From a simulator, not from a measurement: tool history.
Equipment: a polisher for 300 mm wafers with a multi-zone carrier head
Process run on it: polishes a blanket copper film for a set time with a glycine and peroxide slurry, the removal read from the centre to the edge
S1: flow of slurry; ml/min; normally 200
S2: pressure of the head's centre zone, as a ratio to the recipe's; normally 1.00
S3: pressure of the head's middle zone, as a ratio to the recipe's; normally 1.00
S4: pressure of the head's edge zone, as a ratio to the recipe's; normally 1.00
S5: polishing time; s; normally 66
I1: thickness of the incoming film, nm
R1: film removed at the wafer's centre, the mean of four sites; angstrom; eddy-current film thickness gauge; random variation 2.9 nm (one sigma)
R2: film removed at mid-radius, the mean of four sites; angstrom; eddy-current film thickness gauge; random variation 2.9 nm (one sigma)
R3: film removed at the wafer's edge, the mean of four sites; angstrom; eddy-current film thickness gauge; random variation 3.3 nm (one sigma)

run 1 hour=0.0 | S1=200 S2=0.93 S3=1.00 S4=1.00 S5=66 | I1=1971.4 | R1=3050 R2=3242 R3=3219
run 2 hour=27.9 | S1=200 S2=1.00 S3=1.00 S4=1.00 S5=66 | I1=1935.0 | R1=3383 R2=3272 R3=3181
run 3 hour=45.5 | S1=200 S2=1.00 S3=1.00 S4=1.00 S5=66 | I1=1960.6 | R1=3413 R2=3274 R3=3211
run 4 hour=66.2 | S1=200 S2=1.00 S3=1.00 S4=1.00 S5=66 | I1=1965.3 | R1=3461 R2=3221 R3=3231
-- hour=94.1 worn pad replaced by a new one
run 5 hour=94.6 | S1=200 S2=1.00 S3=1.00 S4=1.00 S5=66 | I1=1950.1 | R1=3410 R2=3291 R3=3251
run 6 hour=113.0 | S1=200 S2=1.00 S3=1.00 S4=1.00 S5=66 | I1=1960.5 | R1=3467 R2=3256 R3=3221
run 7 hour=145.4 | S1=220 S2=1.00 S3=1.00 S4=1.00 S5=66 | I1=1951.4 | R1=3503 R2=3289 R3=3240
run 8 hour=157.8 | S1=200 S2=1.00 S3=1.00 S4=1.00 S5=66 | I1=1916.7 | R1=3512 R2=3225 R3=3252
-- hour=175.9 edge zone pressure recalibrated
run 9 hour=182.0 | S1=165 S2=1.00 S3=1.00 S4=1.00 S5=66 | I1=1982.2 | R1=3412 R2=3218 R3=3195
-- hour=215.2 worn pad replaced by a new one
run 10 hour=215.7 | S1=130 S2=1.00 S3=1.00 S4=0.92 S5=76 | I1=1933.5 | R1=3877 R2=3481 R3=3456
run 11 hour=234.8 | S1=200 S2=0.89 S3=1.00 S4=0.89 S5=87 | I1=1936.6 | R1=4204 R2=4246 R3=3989
-- hour=240.1 slurry nozzle cleaned
run 12 hour=253.8 | S1=200 S2=0.93 S3=1.00 S4=1.00 S5=66 | I1=1919.1 | R1=3369 R2=3314 R3=3280
run 13 hour=267.8 | S1=200 S2=1.00 S3=1.00 S4=1.00 S5=66 | I1=1982.2 | R1=3634 R2=3265 R3=3241
run 14 hour=286.6 | S1=260 S2=1.00 S3=1.00 S4=1.07 S5=84 | I1=1929.8 | R1=4789 R2=4233 R3=4411
run 15 hour=301.2 | S1=200 S2=1.00 S3=1.00 S4=1.00 S5=66 | I1=1935.1 | R1=3658 R2=3268 R3=3249
-- hour=312.1 worn pad replaced by a new one
-- hour=313.7 centre zone pressure recalibrated
run 16 hour=335.7 | S1=200 S2=1.00 S3=1.00 S4=1.00 S5=85 | I1=1909.3 | R1=4174 R2=4193 R3=4179
run 17 hour=350.0 | S1=200 S2=1.00 S3=1.00 S4=1.07 S5=66 | I1=1946.1 | R1=3338 R2=3229 R3=3348
-- hour=356.4 carrier head's membrane replaced by a new one
run 18 hour=372.2 | S1=200 S2=1.00 S3=1.00 S4=1.00 S5=87 | I1=1959.3 | R1=4287 R2=4236 R3=4274
run 19 hour=406.8 | S1=200 S2=1.00 S3=1.00 S4=1.00 S5=66 | I1=1972.1 | R1=3244 R2=3227 R3=3248
-- hour=422.7 worn pad replaced by a new one
run 20 hour=423.2 | S1=230 S2=0.93 S3=1.00 S4=1.00 S5=66 | I1=1975.9 | R1=3106 R2=3278 R3=3211
run 21 hour=494.5 | S1=200 S2=0.93 S3=1.00 S4=1.00 S5=66 | I1=1974.5 | R1=3077 R2=3264 R3=3248

Below are 5 alternative next runs, each starting from the tool's condition after run 21. Predict each:
run A hour=494.9 | S1=200 S2=1.00 S3=0.96 S4=1.00 S5=66 | I1=1940.1 | R1=? R2=? R3=?
run B hour=494.9 | S1=240 S2=1.00 S3=0.96 S4=1.00 S5=87 | I1=1940.1 | R1=? R2=? R3=?
run C hour=494.9 | S1=200 S2=0.94 S3=1.05 S4=0.90 S5=66 | I1=1940.1 | R1=? R2=? R3=?
run D hour=494.9 | S1=200 S2=1.00 S3=0.94 S4=1.06 S5=66 | I1=1940.1 | R1=? R2=? R3=?
run E hour=494.9 | S1=145 S2=0.97 S3=1.00 S4=1.00 S5=66 | I1=1940.1 | R1=? R2=? R3=?

run=A R1=3267 R2=3157 R3=3267
run=B R1=4408 R2=4249 R3=4374
run=C R1=3072 R2=3407 R3=3105
run=D R1=3267 R2=3102 R3=3362
run=E R1=3019 R2=3130 R3=3163
Had the tool no hidden state, the same runs would have come out as:
run=A R1=3217 R2=3158 R3=3267
run=B R1=4341 R2=4250 R3=4374
run=C R1=3025 R2=3407 R3=3105
run=D R1=3217 R2=3102 R3=3362
run=E R1=2972 R2=3130 R3=3163

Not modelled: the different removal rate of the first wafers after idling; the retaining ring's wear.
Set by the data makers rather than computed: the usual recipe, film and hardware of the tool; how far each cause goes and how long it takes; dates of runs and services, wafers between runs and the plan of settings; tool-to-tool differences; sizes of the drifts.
